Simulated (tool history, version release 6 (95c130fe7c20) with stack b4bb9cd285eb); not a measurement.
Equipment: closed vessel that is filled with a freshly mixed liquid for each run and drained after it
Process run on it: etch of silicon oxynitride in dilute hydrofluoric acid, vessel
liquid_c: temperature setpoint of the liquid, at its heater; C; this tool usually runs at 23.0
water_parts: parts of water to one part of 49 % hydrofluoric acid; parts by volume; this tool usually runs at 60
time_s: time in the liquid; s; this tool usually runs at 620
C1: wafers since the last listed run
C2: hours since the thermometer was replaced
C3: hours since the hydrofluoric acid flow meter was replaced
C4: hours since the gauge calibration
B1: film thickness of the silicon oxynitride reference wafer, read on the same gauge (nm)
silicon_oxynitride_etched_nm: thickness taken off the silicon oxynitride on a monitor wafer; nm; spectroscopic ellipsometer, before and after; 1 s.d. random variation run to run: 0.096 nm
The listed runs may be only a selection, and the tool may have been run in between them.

run 1 hour=0.0 | liquid_c=23.0 water_parts=60 time_s=620 | C1=0 C2=1074.6 C3=1310.2 C4=843.0 | B1=130.02 | silicon_oxynitride_etched_nm=15.08
run 2 hour=92.1 | liquid_c=23.0 water_parts=60 time_s=620 | C1=4437 C2=1166.7 C3=1402.3 C4=935.1 | B1=129.99 | silicon_oxynitride_etched_nm=15.21
run 3 hour=162.2 | liquid_c=23.0 water_parts=60 time_s=620 | C1=3377 C2=1236.8 C3=1472.4 C4=1005.2 | B1=130.01 | silicon_oxynitride_etched_nm=15.04
run 4 hour=248.7 | liquid_c=23.0 water_parts=60 time_s=620 | C1=4167 C2=1323.3 C3=1558.9 C4=1091.7 | B1=129.98 | silicon_oxynitride_etched_nm=15.24
run 5 hour=296.7 | liquid_c=23.0 water_parts=60 time_s=620 | C1=2312 C2=1371.3 C3=1606.9 C4=1139.7 | B1=129.99 | silicon_oxynitride_etched_nm=15.34
-- hour=310.0 thermometer replaced
run 6 hour=383.5 | liquid_c=23.0 water_parts=60 time_s=620 | C1=4133 C2=73.5 C3=1693.7 C4=1226.5 | B1=130.01 | silicon_oxynitride_etched_nm=15.23
run 7 hour=468.1 | liquid_c=23.0 water_parts=60 time_s=620 | C1=4075 C2=158.1 C3=1778.3 C4=1311.1 | B1=130.02 | silicon_oxynitride_etched_nm=15.14
run 8 hour=545.5 | liquid_c=23.0 water_parts=60 time_s=740 | C1=3728 C2=235.5 C3=1855.7 C4=1388.5 | B1=129.98 | silicon_oxynitride_etched_nm=18.18
run 9 hour=645.1 | liquid_c=23.0 water_parts=40 time_s=620 | C1=4798 C2=335.1 C3=1955.3 C4=1488.1 | B1=129.97 | silicon_oxynitride_etched_nm=22.95
run 10 hour=693.2 | liquid_c=23.0 water_parts=40 time_s=620 | C1=2317 C2=383.2 C3=2003.4 C4=1536.2 | B1=129.96 | silicon_oxynitride_etched_nm=23.01
run 11 hour=747.8 | liquid_c=23.0 water_parts=40 time_s=620 | C1=2630 C2=437.8 C3=2058.0 C4=1590.8 | B1=130.00 | silicon_oxynitride_etched_nm=23.12
run 12 hour=842.3 | liquid_c=21.0 water_parts=30 time_s=260 | C1=4552 C2=532.3 C3=2152.5 C4=1685.3 | B1=130.00 | silicon_oxynitride_etched_nm=11.68
run 13 hour=911.6 | liquid_c=23.0 water_parts=60 time_s=915 | C1=3338 C2=601.6 C3=2221.8 C4=1754.6 | B1=130.00 | silicon_oxynitride_etched_nm=22.27
-- hour=963.3 hydrofluoric acid flow meter replaced
run 14 hour=1001.4 | liquid_c=23.0 water_parts=80 time_s=620 | C1=4278 C2=691.4 C3=38.1 C4=1844.4 | B1=130.03 | silicon_oxynitride_etched_nm=11.13
run 15 hour=1081.7 | liquid_c=19.5 water_parts=45 time_s=985 | C1=3868 C2=771.7 C3=118.4 C4=1924.7 | B1=130.02 | silicon_oxynitride_etched_nm=27.22
run 16 hour=1155.5 | liquid_c=27.5 water_parts=60 time_s=620 | C1=3555 C2=845.5 C3=192.2 C4=1998.5 | B1=130.02 | silicon_oxynitride_etched_nm=18.53
run 17 hour=1232.6 | liquid_c=18.5 water_parts=90 time_s=410 | C1=3714 C2=922.6 C3=269.3 C4=2075.6 | B1=129.99 | silicon_oxynitride_etched_nm=5.23
run 18 hour=1331.0 | liquid_c=23.0 water_parts=60 time_s=910 | C1=4740 C2=1021.0 C3=367.7 C4=2174.0 | B1=130.02 | silicon_oxynitride_etched_nm=22.07
run 19 hour=1428.3 | liquid_c=18.0 water_parts=40 time_s=735 | C1=4687 C2=1118.3 C3=465.0 C4=2271.3 | B1=130.00 | silicon_oxynitride_etched_nm=21.35
run 20 hour=1647.3 | liquid_c=27.5 water_parts=80 time_s=320 | C1=10550 C2=1337.3 C3=684.0 C4=2490.3 | B1=129.99 | silicon_oxynitride_etched_nm=7.07
-- hour=1692.2 thermometer replaced
run 21 hour=1741.8 | liquid_c=23.0 water_parts=60 time_s=620 | C1=4504 C2=49.6 C3=778.5 C4=2584.8 | B1=129.97 | silicon_oxynitride_etched_nm=15.20
-- hour=1761.1 gauge calibrated
run 22 hour=1808.0 | liquid_c=23.0 water_parts=60 time_s=620 | C1=3189 C2=115.8 C3=844.7 C4=46.9 | B1=130.03 | silicon_oxynitride_etched_nm=15.18
run 23 hour=1868.5 | liquid_c=18.5 water_parts=40 time_s=375 | C1=2914 C2=176.3 C3=905.2 C4=107.4 | B1=129.99 | silicon_oxynitride_etched_nm=11.26
run 24 hour=1966.7 | liquid_c=23.0 water_parts=60 time_s=505 | C1=4730 C2=274.5 C3=1003.4 C4=205.6 | B1=130.02 | silicon_oxynitride_etched_nm=12.38
run 25 hour=2013.5 | liquid_c=25.5 water_parts=45 time_s=855 | C1=2254 C2=321.3 C3=1050.2 C4=252.4 | B1=130.01 | silicon_oxynitride_etched_nm=31.86
run 26 hour=2061.4 | liquid_c=23.0 water_parts=60 time_s=740 | C1=2307 C2=369.2 C3=1098.1 C4=300.3 | B1=129.99 | silicon_oxynitride_etched_nm=18.23
run 27 hour=2154.8 | liquid_c=23.0 water_parts=60 time_s=620 | C1=4499 C2=462.6 C3=1191.5 C4=393.7 | B1=130.00 | silicon_oxynitride_etched_nm=15.10
run 28 hour=2215.5 | liquid_c=23.0 water_parts=60 time_s=620 | C1=2924 C2=523.3 C3=1252.2 C4=454.4 | B1=130.02 | silicon_oxynitride_etched_nm=15.09
run 29 hour=2292.3 | liquid_c=21.0 water_parts=90 time_s=310 | C1=3699 C2=600.1 C3=1329.0 C4=531.2 | B1=130.00 | silicon_oxynitride_etched_nm=4.52
run 30 hour=2381.8 | liquid_c=24.5 water_parts=80 time_s=815 | C1=4311 C2=689.6 C3=1418.5 C4=620.7 | B1=130.03 | silicon_oxynitride_etched_nm=15.84
run 31 hour=2432.5 | liquid_c=23.0 water_parts=60 time_s=620 | C1=2442 C2=740.3 C3=1469.2 C4=671.4 | B1=129.99 | silicon_oxynitride_etched_nm=15.29
run 32 hour=2493.9 | liquid_c=18.0 water_parts=70 time_s=620 | C1=2958 C2=801.7 C3=1530.6 C4=732.8 | B1=129.98 | silicon_oxynitride_etched_nm=10.04
run 33 hour=2653.9 | liquid_c=25.0 water_parts=85 time_s=440 | C1=7708 C2=961.7 C3=1690.6 C4=892.8 | B1=130.00 | silicon_oxynitride_etched_nm=8.17
run 34 hour=2751.6 | liquid_c=20.0 water_parts=85 time_s=465 | C1=4706 C2=1059.4 C3=1788.3 C4=990.5 | B1=129.99 | silicon_oxynitride_etched_nm=6.83

3 ways to go on from here, each from the tool as it stands after run 34. What would each give?
run A hour=2752.4 | liquid_c=23.0 water_parts=70 time_s=620 | C1=38 C2=1060.2 C3=1789.1 C4=991.3 | B1=? | silicon_oxynitride_etched_nm=?
run B hour=2752.4 | liquid_c=18.0 water_parts=60 time_s=780 | C1=38 C2=1060.2 C3=1789.1 C4=991.3 | B1=? | silicon_oxynitride_etched_nm=?
run C hour=2752.4 | liquid_c=23.0 water_parts=70 time_s=460 | C1=38 C2=1060.2 C3=1789.1 C4=991.3 | B1=? | silicon_oxynitride_etched_nm=?

run=A B1=129.98 silicon_oxynitride_etched_nm=12.94
run=B B1=129.98 silicon_oxynitride_etched_nm=14.92
run=C B1=129.98 silicon_oxynitride_etched_nm=9.60
With the hidden condition removed and each run's random variation left untouched, the same runs would have given:
run=A silicon_oxynitride_etched_nm=12.94
run=B silicon_oxynitride_etched_nm=14.92
run=C silicon_oxynitride_etched_nm=9.60
